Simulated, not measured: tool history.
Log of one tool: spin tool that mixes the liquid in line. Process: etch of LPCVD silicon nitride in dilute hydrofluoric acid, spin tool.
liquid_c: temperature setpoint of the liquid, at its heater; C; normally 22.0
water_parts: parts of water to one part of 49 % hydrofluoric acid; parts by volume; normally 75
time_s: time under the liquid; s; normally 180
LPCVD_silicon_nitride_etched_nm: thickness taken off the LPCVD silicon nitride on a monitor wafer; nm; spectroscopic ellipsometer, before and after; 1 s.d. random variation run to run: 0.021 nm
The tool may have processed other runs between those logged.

run   hour  liquid_c  water_parts  time_s  read-back film thickness of the LPCVD silicon nitride reference wafer, read on the same gauge (nm)  LPCVD_silicon_nitride_etched_nm
  1    0.0      22.0           75     180                                                                                              70.019                            1.057
  2   11.4      22.0           75     180                                                                                              70.022                            1.022
  3   22.0      22.0           75     180                                                                                              70.004                            1.049
  4   38.6      22.0           75     180                                                                                              69.991                            1.063
  5   54.5      22.0           75     180                                                                                              70.007                            1.031
  6   66.6      22.0           75     180                                                                                              70.012                            1.036
  7   72.8      22.0           75     180                                                                                              70.028                            1.044
  8   85.9      22.0           75     155                                                                                              70.007                            0.917
  9   93.3      22.0           75     155                                                                                              69.983                            0.873
 10  100.5      22.0           75     180                                                                                              70.004                            1.049
 11  111.7      22.0           75     180                                                                                              70.011                            1.051
 12  121.7      22.0           75     180                                                                                              70.028                            1.050
 13  137.1      22.0           75     180                                                                                              70.014                            1.000
 14  151.8      22.0           75     180                                                                                              69.990                            1.047
 15  158.6      22.0           75     180                                                                                              69.986                            1.024
 16  169.7      26.0           45     230                                                                                              69.996                            2.804
     172.2  -- thermometer replaced
 17  177.3      22.0           75     260                                                                                              69.991                            1.488
     203.5  -- gauge calibrated
 18  215.6      22.0           75     180                                                                                              69.989                            1.013
 19  237.6      23.5           75      90                                                                                              70.026                            0.560
 20  286.6      22.0           75     180                                                                                              69.989                            1.011
     295.4  -- hydrofluoric acid flow meter replaced
 21  304.6      22.0           75     155                                                                                              69.965                            0.954
 22  320.5      22.0           75     180                                                                                              70.003                            1.125
 23  330.4      22.0           75     125                                                                                              70.003                            0.769
 24  341.4      25.5           45      70                                                                                              69.985                            0.914
 25  353.5      22.0           75     265                                                                                              70.017                            1.648
 26  363.8      25.5           75     220                                                                                              70.007                            1.698
 27  377.8      19.5           75     110                                                                                              70.025                            0.556
 28  384.1      22.0          110      95                                                                                              69.981                            0.394
 29  391.9      22.0           75     180                                                                                              70.007                            1.106

What was the tool's hidden state at every run in the log?
liquid colder than its thermometer reads (K): 0 in every run
gauge reads high (%): 0 in every run
H1: hydrofluoric acid flow below the setpoint (%)
run     H1
  1   6.81
  2   6.97
  3   7.12
  4   7.36
  5   7.59
  6   7.76
  7   7.85
  8   8.04
  9   8.15
 10   8.25
 11   8.41
 12   8.55
 13   8.77
 14   8.98
 15   9.08
 16   9.24
 17   9.35
 18    9.9
 19   10.2
 20   10.9
 21  0.408
 22  0.636
 23  0.778
 24  0.935
 25   1.11
 26   1.26
 27   1.46
 28   1.55
 29   1.66
